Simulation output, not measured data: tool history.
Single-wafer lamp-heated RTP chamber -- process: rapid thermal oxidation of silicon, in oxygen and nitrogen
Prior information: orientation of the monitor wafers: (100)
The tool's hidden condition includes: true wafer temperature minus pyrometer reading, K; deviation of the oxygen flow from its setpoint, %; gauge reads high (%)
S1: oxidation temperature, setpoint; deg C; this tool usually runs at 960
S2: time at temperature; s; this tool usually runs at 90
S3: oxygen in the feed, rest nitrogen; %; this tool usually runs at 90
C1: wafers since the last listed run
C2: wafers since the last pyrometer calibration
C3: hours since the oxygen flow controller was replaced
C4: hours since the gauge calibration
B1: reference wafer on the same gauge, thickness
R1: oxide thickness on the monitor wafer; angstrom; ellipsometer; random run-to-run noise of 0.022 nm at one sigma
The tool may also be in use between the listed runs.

run,hour,S1,S2,S3,C1,C2,C3,C4,B1,R1
1,0.0,960,90,90,0,3955,5414.1,263.0,5.453,49.33
2,66.1,982,90,90,438,4393,5480.2,329.1,5.448,58.17
3,126.0,960,90,90,396,4790,5540.1,389.0,5.430,49.02
4,160.3,960,90,90,227,5018,5574.4,423.3,5.421,48.87
5,227.1,960,90,90,442,5460,5641.2,490.1,5.404,49.03
6,255.7,960,101,90,189,5650,5669.8,518.7,5.398,51.32
7,297.9,960,101,90,279,5930,5712.0,560.9,5.400,51.31
8,333.6,960,101,90,236,6166,5747.7,596.6,5.378,51.08
9,383.9,946,126,90,333,6500,5798.0,646.9,5.380,51.07
# hour 494.2: pyrometer window cleaned and pyrometer calibrated
# hour 500.4: oxygen flow controller replaced
10,585.6,946,126,90,1242,564,85.2,848.6,5.322,50.10
# hour 592.3: gauge calibrated
11,633.3,946,126,90,316,880,132.9,41.0,5.487,51.54
12,662.8,979,120,90,195,1076,162.4,70.5,5.471,64.99
13,733.1,979,120,90,465,1542,232.7,140.8,5.455,64.99
14,793.0,979,120,90,396,1939,292.6,200.7,5.445,64.33
15,843.6,946,126,90,335,2274,343.2,251.3,5.435,50.99
16,906.4,960,90,90,416,2690,406.0,314.1,5.415,49.14
17,937.7,960,90,71,207,2898,437.3,345.4,5.420,45.39
18,986.7,948,106,98,324,3223,486.3,394.4,5.407,49.19
19,1024.3,941,68,63,249,3472,523.9,432.0,5.388,34.01
20,1066.7,938,69,73,281,3753,566.3,474.4,5.382,34.90
21,1093.0,937,122,98,174,3927,592.6,500.7,5.381,48.07
22,1126.5,960,90,74,222,4149,626.1,534.2,5.369,45.39
23,1196.6,960,90,98,464,4614,696.2,604.3,5.355,49.75
24,1240.8,974,50,98,292,4907,740.4,648.5,5.356,42.73
25,1265.8,960,90,90,165,5072,765.4,673.5,5.351,48.21
26,1331.7,960,108,98,436,5509,831.3,739.4,5.331,53.82
# hour 1392.0: gauge calibrated
27,1399.9,960,90,90,452,5961,899.5,7.9,5.496,49.69

Consider 4 possible next runs. They are alternatives, not a sequence: every one starts from the tool as it was left by run 27. What does each give?
A,1400.4,960,90,90,3,5964,900.0,8.4,?,?
B,1400.4,960,65,90,3,5964,900.0,8.4,?,?
C,1400.4,934,52,65,3,5964,900.0,8.4,?,?
D,1400.4,951,46,98,3,5964,900.0,8.4,?,?

run,B1,R1
A,5.503,50.03
B,5.503,43.59
C,5.503,30.98
D,5.503,36.63
What these runs would have given with no unlogged condition in the tool:
run,R1
A,49.92
B,43.49
C,30.91
D,36.54
